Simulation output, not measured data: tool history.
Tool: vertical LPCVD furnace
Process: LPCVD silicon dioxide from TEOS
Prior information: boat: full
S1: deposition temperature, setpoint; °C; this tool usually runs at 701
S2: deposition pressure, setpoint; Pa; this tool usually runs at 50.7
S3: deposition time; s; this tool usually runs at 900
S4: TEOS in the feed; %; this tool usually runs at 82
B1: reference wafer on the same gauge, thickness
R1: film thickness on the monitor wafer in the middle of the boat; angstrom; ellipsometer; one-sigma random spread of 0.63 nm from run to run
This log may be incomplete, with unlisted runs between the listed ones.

Run 1, day 0.000: usual settings but S3 720 s; B1 155.05. Result: R1 1055.5 angstrom.
Run 2, day 3.029: usual settings but S3 720 s; B1 154.79. Result: R1 1042.1 angstrom.
Run 3, day 6.229: usual settings but S3 1140 s; B1 154.89. Result: R1 1657.2 angstrom.
Run 4, day 10.179: usual settings but S3 810 s; B1 155.01. Result: R1 1177.2 angstrom.
Run 5, day 12.017: usual settings but S3 810 s; B1 155.10. Result: R1 1190.1 angstrom.
Run 6, day 15.608: usual settings but S3 810 s; B1 155.08. Result: R1 1185.9 angstrom.
Run 7, day 17.462: usual settings; B1 155.05. Result: R1 1315.9 angstrom.
Run 8, day 19.067: usual settings; B1 155.15. Result: R1 1328.3 angstrom.
Run 9, day 22.121: usual settings; B1 154.71. Result: R1 1318.2 angstrom.
At day 23.308: pressure gauge zeroed.
Run 10, day 24.775: usual settings; B1 154.94. Result: R1 1312.2 angstrom.
Run 11, day 27.583: usual settings; B1 154.95. Result: R1 1323.9 angstrom.
Run 12, day 31.888: usual settings; B1 154.77. Result: R1 1317.0 angstrom.
Run 13, day 33.500: usual settings but S1 691 °C; B1 154.84. Result: R1 1044.3 angstrom.
At day 34.517: gauge calibrated.
Run 14, day 36.408: usual settings; B1 155.05. Result: R1 1315.1 angstrom.
Run 15, day 38.212: usual settings but S1 694 °C, S2 58.7 Pa, S3 1230 s, S4 97 %; B1 154.76. Result: R1 1789.8 angstrom.
Run 16, day 40.612: usual settings but S1 710 °C, S2 54.7 Pa, S3 540 s; B1 155.10. Result: R1 1016.6 angstrom.
At day 43.925: TEOS flow controller replaced.
Run 17, day 43.946: usual settings; B1 155.03. Result: R1 1308.6 angstrom.
Run 18, day 46.346: usual settings but S3 1140 s; B1 154.95. Result: R1 1664.0 angstrom.
At day 48.071: thermocouples replaced and temperature profile calibrated.
Run 19, day 48.608: usual settings but S1 709 °C, S3 720 s; B1 155.12. Result: R1 1282.3 angstrom.
Run 20, day 50.642: usual settings; B1 154.93. Result: R1 1319.5 angstrom.
Run 21, day 54.938: usual settings but S1 694 °C, S2 58.7 Pa, S3 1230 s, S4 97 %; B1 154.89. Result: R1 1795.3 angstrom.
Run 22, day 58.696: usual settings but S3 1020 s; B1 154.96. Result: R1 1480.3 angstrom.
Run 23, day 60.617: usual settings but S1 712 °C, S2 44.0 Pa, S3 600 s; B1 154.90. Result: R1 1058.0 angstrom.
Run 24, day 63.538: usual settings but S3 570 s, S4 68 %; B1 154.97. Result: R1 765.3 angstrom.
Run 25, day 67.517: usual settings but S4 66 %; B1 154.96. Result: R1 1187.4 angstrom.
Run 26, day 71.083: usual settings but S1 691 °C, S4 94 %; B1 154.91. Result: R1 1117.9 angstrom.

5 ways to go on from here, each from the tool as it stands after run 26. What would each give?
Run A, day 71.283: usual settings; B1 ?. Result: R1 ?.
Run B, day 71.283: usual settings but S4 71 %; B1 ?. Result: R1 ?.
Run C, day 71.283: usual settings but S1 707 °C, S2 62.7 Pa, S3 540 s; B1 ?. Result: R1 ?.
Run D, day 71.283: usual settings but S1 706 °C, S3 1080 s; B1 ?. Result: R1 ?.
Run E, day 71.283: usual settings but S2 46.0 Pa, S3 1260 s; B1 ?. Result: R1 ?.

run      B1      R1
  A  154.79  1322.2
  B  154.79  1230.3
  C  154.79  1013.2
  D  154.79  1780.8
  E  154.79  1763.7
Take away the tool's hidden state, keep each run's random variation, and the runs would have read:
run      R1
  A  1322.2
  B  1230.3
  C  1013.2
  D  1780.8
  E  1763.7

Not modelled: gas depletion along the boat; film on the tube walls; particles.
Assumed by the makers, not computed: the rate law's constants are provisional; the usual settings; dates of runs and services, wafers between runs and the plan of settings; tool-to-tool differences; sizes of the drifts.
